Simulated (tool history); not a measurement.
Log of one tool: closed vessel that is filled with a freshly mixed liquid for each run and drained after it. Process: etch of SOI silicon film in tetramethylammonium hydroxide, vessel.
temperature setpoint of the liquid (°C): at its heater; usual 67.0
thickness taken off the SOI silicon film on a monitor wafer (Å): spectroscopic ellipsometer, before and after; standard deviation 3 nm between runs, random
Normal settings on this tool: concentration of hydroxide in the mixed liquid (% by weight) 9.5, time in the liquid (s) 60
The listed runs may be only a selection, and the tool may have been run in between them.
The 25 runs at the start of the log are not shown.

run	hour	temperature setpoint of the liquid (°C)	concentration of hydroxide in the mixed liquid (% by weight)	time in the liquid (s)	read-back film thickness of the SOI silicon film reference wafer, read on the same gauge (nm)	thickness taken off the SOI silicon film on a monitor wafer (Å)
26	685.8	67.0	9.5	70	70.19	4344.8
27	704.2	60.5	9.5	85	70.20	3544.4
28	733.6	67.0	9.5	60	70.28	3708.2
29	756.2	69.5	10.5	35	70.35	2441.1
30	789.0	67.0	9.5	60	70.43	3760.2
31	814.5	71.0	8.5	90	70.51	7462.4
32	845.3	65.0	9.5	70	70.61	3888.5
33	861.2	71.0	6.5	60	70.65	5337.9

Here are 5 independent what-if runs from the current tool condition. What would each one return?
A	861.9	67.0	8.5	60	?	?
B	861.9	67.0	6.5	75	?	?
C	861.9	67.0	11.0	60	?	?
D	861.9	69.5	9.5	90	?	?
E	861.9	67.0	11.0	30	?	?

run	read-back film thickness of the SOI silicon film reference wafer, read on the same gauge (nm)	thickness taken off the SOI silicon film on a monitor wafer (Å)
A	70.66	3951.3
B	70.66	5330.6
C	70.66	3598.6
D	70.66	6601.8
E	70.66	1799.3
Take away the tool's hidden state, keep each run's random variation, and the runs would have read:
run	thickness taken off the SOI silicon film on a monitor wafer (Å)
A	3914.3
B	5280.8
C	3564.9
D	6540.1
E	1782.5
